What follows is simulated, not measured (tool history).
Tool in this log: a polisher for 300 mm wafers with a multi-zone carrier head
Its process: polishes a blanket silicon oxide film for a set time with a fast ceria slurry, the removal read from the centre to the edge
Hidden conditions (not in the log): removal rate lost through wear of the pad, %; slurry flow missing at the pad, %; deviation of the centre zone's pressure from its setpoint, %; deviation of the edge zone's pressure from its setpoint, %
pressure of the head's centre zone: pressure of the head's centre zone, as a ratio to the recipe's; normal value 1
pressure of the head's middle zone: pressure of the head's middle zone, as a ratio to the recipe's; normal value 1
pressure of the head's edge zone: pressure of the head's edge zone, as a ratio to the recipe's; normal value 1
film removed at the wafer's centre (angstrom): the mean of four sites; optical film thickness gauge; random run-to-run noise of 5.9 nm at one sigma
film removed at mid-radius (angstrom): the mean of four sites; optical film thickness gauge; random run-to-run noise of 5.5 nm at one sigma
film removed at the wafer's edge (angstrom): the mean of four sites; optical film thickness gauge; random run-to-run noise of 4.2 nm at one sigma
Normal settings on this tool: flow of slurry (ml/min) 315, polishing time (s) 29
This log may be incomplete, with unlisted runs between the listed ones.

run	hour	flow of slurry (ml/min)	pressure of the head's centre zone	pressure of the head's middle zone	pressure of the head's edge zone	polishing time (s)	wafers since the last listed run	wafers polished on this pad	hours since the slurry nozzle was cleaned	hours since the centre zone pressure was calibrated	hours since the edge zone pressure was calibrated	hours since the carrier head's membrane was replaced	incoming thickness of the incoming film, nm	film removed at the wafer's centre (angstrom)	film removed at mid-radius (angstrom)	film removed at the wafer's edge (angstrom)
1	0	315	1	1	1	29	0	562	80.2	743.9	65.7	119.9	1775.6	4726	4856	4976
2	16.7	315	1	0.95	1	35	227	790	96.9	760.6	82.4	136.6	1760.6	5479	5640	5903
3	33.1	270	1.11	1	1	29	223	1014	113.3	777	98.8	153	1771	4863	4798	4768
4	51.7	405	1	1.1	1	29	253	1268	131.9	795.6	117.4	171.6	1770.1	4460	4991	4714
5	61.2	315	0.92	1	1	29	129	1397	141.4	805.1	126.9	181.1	1736.6	4023	4637	4651
# hour 77.2: worn pad replaced by a new one
6	77.7	315	1	0.92	1	33	170	7	157.9	821.6	143.4	197.6	1761.9	5518	5610	5949
7	79.6	360	0.91	1.11	1	22	25	33	159.8	823.5	145.3	199.5	1780.3	3353	4270	3985
# hour 84.2: centre zone pressure recalibrated
8	106.3	315	1.1	1	1.08	29	337	370	186.5	22.1	172	226.2	1756.2	5553	5029	5255
9	112.8	315	1	1	1	29	88	458	193	28.6	178.5	232.7	1791.1	5138	5059	5041
10	129.8	315	1	1.04	1	29	232	690	210	45.6	195.5	249.7	1764.2	4959	5143	4893
11	141.8	220	1	1.06	1	29	163	854	222	57.6	207.5	261.7	1769.3	4751	5026	4879
12	159.1	315	1	0.95	1	35	236	1090	239.3	74.9	224.8	279	1772	5730	5637	5808
13	171.6	315	1	1	1	29	170	1261	251.8	87.4	237.3	291.5	1758.4	4718	4807	4814
14	178	315	1.1	1	1.08	29	87	1348	258.2	93.8	243.7	297.9	1745.9	5039	4692	4871
15	184.3	245	1	0.94	1	29	85	1434	264.5	100.1	250	304.2	1769.4	4605	4303	4719
# hour 191.5: worn pad replaced by a new one
16	195.2	215	0.91	1.11	1	29	94	50	275.4	111	260.9	315.1	1752.3	4533	5439	5141
17	207.6	315	1	1	1	29	169	219	287.8	123.4	273.3	327.5	1752.5	5048	5156	5215
18	219.7	315	1.09	1	1.08	22	165	384	299.9	135.5	285.4	339.6	1758.8	4102	3865	3952
19	228.4	395	1	1.07	1	29	118	503	308.6	144.2	294.1	348.3	1755.1	4938	5464	5100
20	243.9	315	1	1	1.09	29	211	714	324.1	159.7	309.6	363.8	1777.5	4869	4930	5127
21	260.9	395	1.06	1	1.07	22	232	946	341.1	176.7	326.6	380.8	1748.6	3872	3719	3814

The same runs without the tool's hidden state, with the same run-to-run variation:
run	film removed at the wafer's centre (angstrom)	film removed at mid-radius (angstrom)	film removed at the wafer's edge (angstrom)
1	5412	5158	5288
2	6394	6091	6378
3	5780	5268	5237
4	5421	5585	5278
5	4949	5240	5259
6	6058	5649	5993
7	3692	4308	4021
8	5887	5203	5439
9	5487	5267	5250
10	5396	5444	5180
11	5240	5384	5227
12	6445	6143	6331
13	5383	5305	5314
14	5792	5212	5412
15	5333	4811	5277
16	4760	5505	5203
17	5370	5279	5341
18	4421	4003	4094
19	5375	5707	5327
20	5392	5227	5437
21	4370	4010	4113
